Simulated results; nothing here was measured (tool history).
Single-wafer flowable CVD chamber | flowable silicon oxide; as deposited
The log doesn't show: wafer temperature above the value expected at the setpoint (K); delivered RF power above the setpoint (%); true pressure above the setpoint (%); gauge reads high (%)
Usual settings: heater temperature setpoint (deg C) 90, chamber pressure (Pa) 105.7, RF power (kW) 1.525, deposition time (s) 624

run   hour  heater temperature setpoint (deg C)  chamber pressure (Pa)  RF power (kW)  deposition time (s)  wafers since the last listed run  hours since the last thermocouple change  hours since the last RF generator calibration  hours since the last manometer calibration  hours since the showerhead was replaced  hours since the gauge calibration  read-back reference wafer on the same gauge, thickness_nm  mean film thickness on the monitor wafer (angstrom)
  1      0                                   90                     96          1.525                  624                                 0                                    1554.5                                         1957.7                                      1795.5                                   5146.2                               77.1                                                    532.195                                              4527.39
  2   31.1                                   90                     96          1.525                  624                               105                                    1585.6                                         1988.8                                      1826.6                                   5177.3                              108.2                                                    531.623                                              4529.26
  3  136.6                                   90                  105.7          1.525                  624                               357                                    1691.1                                         2094.3                                      1932.1                                   5282.8                              213.7                                                    531.373                                              4999.24
     172.5  -- RF generator calibrated
  4    173                                   90                  105.7          1.385                  624                                96                                    1727.5                                            0.5                                      1968.5                                   5319.2                              250.1                                                    531.969                                              4895.13
     185.5  -- gauge calibrated
  5  190.7                                   96                  105.7          1.525                  624                                59                                    1745.2                                           18.2                                      1986.2                                   5336.9                                5.2                                                    531.938                                              4170.27
  6  221.4                                   96                  105.7          1.525                  624                               103                                    1775.9                                           48.9                                      2016.9                                   5367.6                               35.9                                                    531.842                                              4200.81
  7  249.4                                   96                  105.7          1.525                  624                                94                                    1803.9                                           76.9                                      2044.9                                   5395.6                               63.9                                                     532.49                                              4196.54
     268.1  -- capacitance manometer re-zeroed and calibrated
  8  268.6                                   90                  105.7          1.525                  624                                37                                    1823.1                                           96.1                                         0.5                                   5414.8                               83.1                                                    531.833                                              4761.67
  9  296.8                                   90                  105.7          1.425                  624                                95                                    1851.3                                          124.3                                        28.7                                     5443                              111.3                                                    532.833                                              4684.53
 10  331.6                                   90                  115.6          1.525                  624                               117                                    1886.1                                          159.1                                        63.5                                   5477.8                              146.1                                                    532.013                                              5184.59
     347.4  -- showerhead replaced
 11  347.9                                   90                  105.7          1.525                  710                                28                                    1902.4                                          175.4                                        79.8                                      0.5                              162.4                                                    532.532                                              5415.91
     377.8  -- thermocouple changed; heater temperature recalibrated
 12  378.3                                   90                  105.7          1.715                  708                                75                                       0.5                                          205.8                                       110.2                                     30.9                              192.8                                                    532.503                                              5518.47
 13  385.4                                   96                  105.7          1.525                  624                                24                                       7.6                                          212.9                                       117.3                                       38                              199.9                                                    532.367                                              3998.34
 14  405.4                                   90                  105.7          1.525                  624                                67                                      27.6                                          232.9                                       137.3                                       58                              219.9                                                    532.055                                              4770.15
 15  430.7                                   90                  105.7          1.525                  709                                85                                      52.9                                          258.2                                       162.6                                     83.3                              245.2                                                    532.208                                               5429.8
 16  452.9                                   90                  105.7           1.41                  624                                75                                      75.1                                          280.4                                       184.8                                    105.5                              267.4                                                    532.077                                              4708.39
     464.6  -- gauge calibrated
 17  487.1                                  101                  105.7          1.525                  714                               115                                     109.3                                          314.6                                         219                                    139.7                               22.5                                                    531.827                                              3970.29

Hidden state or all else? Some run-to-run changes of mean film thickness on the monitor wafer (angstrom), split into what the settings, what came in and random variation would give without the hidden state, and what is left for the hidden state (with any gauge scatter that isn't in both results):
Run 7 -> 8: heater temperature setpoint (deg C) 96 -> 90, capacitance manometer re-zeroed and calibrated. mean film thickness on the monitor wafer (angstrom) +565.13: hidden state -212.62, all else +777.75.
Run 12 -> 13: heater temperature setpoint (deg C) 90 -> 96, RF power (kW) 1.715 -> 1.525, deposition time (s) 708 -> 624. mean film thickness on the monitor wafer (angstrom) -1520.13: hidden state -17.55, all else -1502.58.
